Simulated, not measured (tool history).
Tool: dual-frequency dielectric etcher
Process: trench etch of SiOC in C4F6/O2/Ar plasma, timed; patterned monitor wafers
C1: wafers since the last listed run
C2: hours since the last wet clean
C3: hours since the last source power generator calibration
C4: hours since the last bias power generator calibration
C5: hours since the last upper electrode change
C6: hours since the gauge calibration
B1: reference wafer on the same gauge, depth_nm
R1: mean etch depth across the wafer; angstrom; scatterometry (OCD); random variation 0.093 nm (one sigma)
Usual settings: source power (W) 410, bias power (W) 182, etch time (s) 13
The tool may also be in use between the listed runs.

Run 1, hour 0: usual settings; C1 0; C2 309.8; C3 2136.5; C4 3195.3; C5 1487.6; C6 600.2; B1 27.38. Result: R1 274.4 angstrom.
Run 2, hour 64.3: usual settings; C1 770; C2 374.1; C3 2200.8; C4 3259.6; C5 1551.9; C6 664.5; B1 27.34. Result: R1 274.7 angstrom.
At hour 135.2: wet clean of the chamber.
Run 3, hour 159.9: usual settings; C1 857; C2 24.7; C3 2296.4; C4 3355.2; C5 1647.5; C6 760.1; B1 27.33. Result: R1 273.2 angstrom.
Run 4, hour 201.2: usual settings but bias power (W) 204; C1 494; C2 66; C3 2337.7; C4 3396.5; C5 1688.8; C6 801.4; B1 27.29. Result: R1 281.6 angstrom.
Run 5, hour 294.4: usual settings but etch time (s) 10.5; C1 1116; C2 159.2; C3 2430.9; C4 3489.7; C5 1782; C6 894.6; B1 27.26. Result: R1 221 angstrom.
Run 6, hour 363.2: usual settings but etch time (s) 10.5; C1 824; C2 228; C3 2499.7; C4 3558.5; C5 1850.8; C6 963.4; B1 27.26. Result: R1 219.7 angstrom.
At hour 544: wet clean of the chamber.
Run 7, hour 588.2: usual settings but source power (W) 470; C1 2407; C2 44.2; C3 2724.7; C4 3783.5; C5 2075.8; C6 1188.4; B1 27.16. Result: R1 295.1 angstrom.
Run 8, hour 694.5: usual settings but source power (W) 470; C1 1273; C2 150.5; C3 2831; C4 3889.8; C5 2182.1; C6 1294.7; B1 27.1. Result: R1 294.5 angstrom.
Run 9, hour 791.4: usual settings; C1 1160; C2 247.4; C3 2927.9; C4 3986.7; C5 2279; C6 1391.6; B1 27.08. Result: R1 273.2 angstrom.
At hour 854.7: upper electrode replaced.
Run 10, hour 934.9: usual settings; C1 1431; C2 390.9; C3 3071.4; C4 4130.2; C5 80.2; C6 1535.1; B1 27. Result: R1 271.1 angstrom.
At hour 986.7: wet clean of the chamber.
Run 11, hour 1023.2: usual settings but bias power (W) 211; C1 770; C2 36.5; C3 3159.7; C4 4218.5; C5 168.5; C6 1623.4; B1 27. Result: R1 281.5 angstrom.
Run 12, hour 1103.1: usual settings but bias power (W) 211; C1 956; C2 116.4; C3 3239.6; C4 4298.4; C5 248.4; C6 1703.3; B1 26.96. Result: R1 279.8 angstrom.
Run 13, hour 1187.6: usual settings; C1 1012; C2 200.9; C3 3324.1; C4 4382.9; C5 332.9; C6 1787.8; B1 26.93. Result: R1 268.7 angstrom.
At hour 1231.2: source power generator calibrated.
At hour 1261.8: bias power generator calibrated.
Run 14, hour 1352.7: usual settings but etch time (s) 14.5; C1 1881; C2 366; C3 121.5; C4 90.9; C5 498; C6 1952.9; B1 26.87. Result: R1 300.3 angstrom.
Run 15, hour 1390.4: usual settings but source power (W) 370, etch time (s) 11.5; C1 451; C2 403.7; C3 159.2; C4 128.6; C5 535.7; C6 1990.6; B1 26.86. Result: R1 223.5 angstrom.
At hour 1453.1: wet clean of the chamber.
Run 16, hour 1453.6: usual settings; C1 469; C2 0.5; C3 222.4; C4 191.8; C5 598.9; C6 2053.8; B1 26.83. Result: R1 270 angstrom.
At hour 1504: gauge calibrated.
Run 17, hour 1511.6: usual settings but source power (W) 490, etch time (s) 16.5; C1 694; C2 58.5; C3 280.4; C4 249.8; C5 656.9; C6 7.6; B1 27.71. Result: R1 393.8 angstrom.
Run 18, hour 1606.6: usual settings but source power (W) 350, bias power (W) 157, etch time (s) 14.5; C1 1137; C2 153.5; C3 375.4; C4 344.8; C5 751.9; C6 102.6; B1 27.71. Result: R1 270.8 angstrom.
Run 19, hour 1654: usual settings; C1 567; C2 200.9; C3 422.8; C4 392.2; C5 799.3; C6 150; B1 27.67. Result: R1 278.7 angstrom.
Run 20, hour 1734: usual settings but etch time (s) 15; C1 958; C2 280.9; C3 502.8; C4 472.2; C5 879.3; C6 230; B1 27.66. Result: R1 320.2 angstrom.
Run 21, hour 1775.1: usual settings but bias power (W) 147; C1 492; C2 322; C3 543.9; C4 513.3; C5 920.4; C6 271.1; B1 27.63. Result: R1 263.4 angstrom.
Run 22, hour 1854.8: usual settings but bias power (W) 199, etch time (s) 16; C1 954; C2 401.7; C3 623.6; C4 593; C5 1000.1; C6 350.8; B1 27.58. Result: R1 347.5 angstrom.
At hour 1914.6: wet clean of the chamber.
Run 23, hour 1915.1: usual settings but bias power (W) 162; C1 434; C2 0.5; C3 683.9; C4 653.3; C5 1060.4; C6 411.1; B1 27.57. Result: R1 270.4 angstrom.
Run 24, hour 1973.2: usual settings; C1 695; C2 58.6; C3 742; C4 711.4; C5 1118.5; C6 469.2; B1 27.56. Result: R1 276.4 angstrom.

Measured less the same run without the tool's hidden state. The same run-to-run variation is in both; the gauge's scatter may not be:
The hidden state here: etch rate over this chamber's usual, %; source power that arrives over what is set, %; bias power that arrives over what is set, %; gauge reads high (%).
run    R1
  1  -3.3
  2  -3.6
  3  -3.9
  4  -4.2
  5  -3.6
  6  -3.8
  7  -5.9
  8  -6.3
  9  -6.3
 10  -6.7
 11  -7.3
 12  -7.6
 13  -7.6
 14  -9.1
 15  -6.9
 16  -8.6
 17  +0.3
 18  -0.1
 19  -0.3
 20  -0.7
 21  -0.8
 22  -1.3
 23  -1.3
 24  -1.5
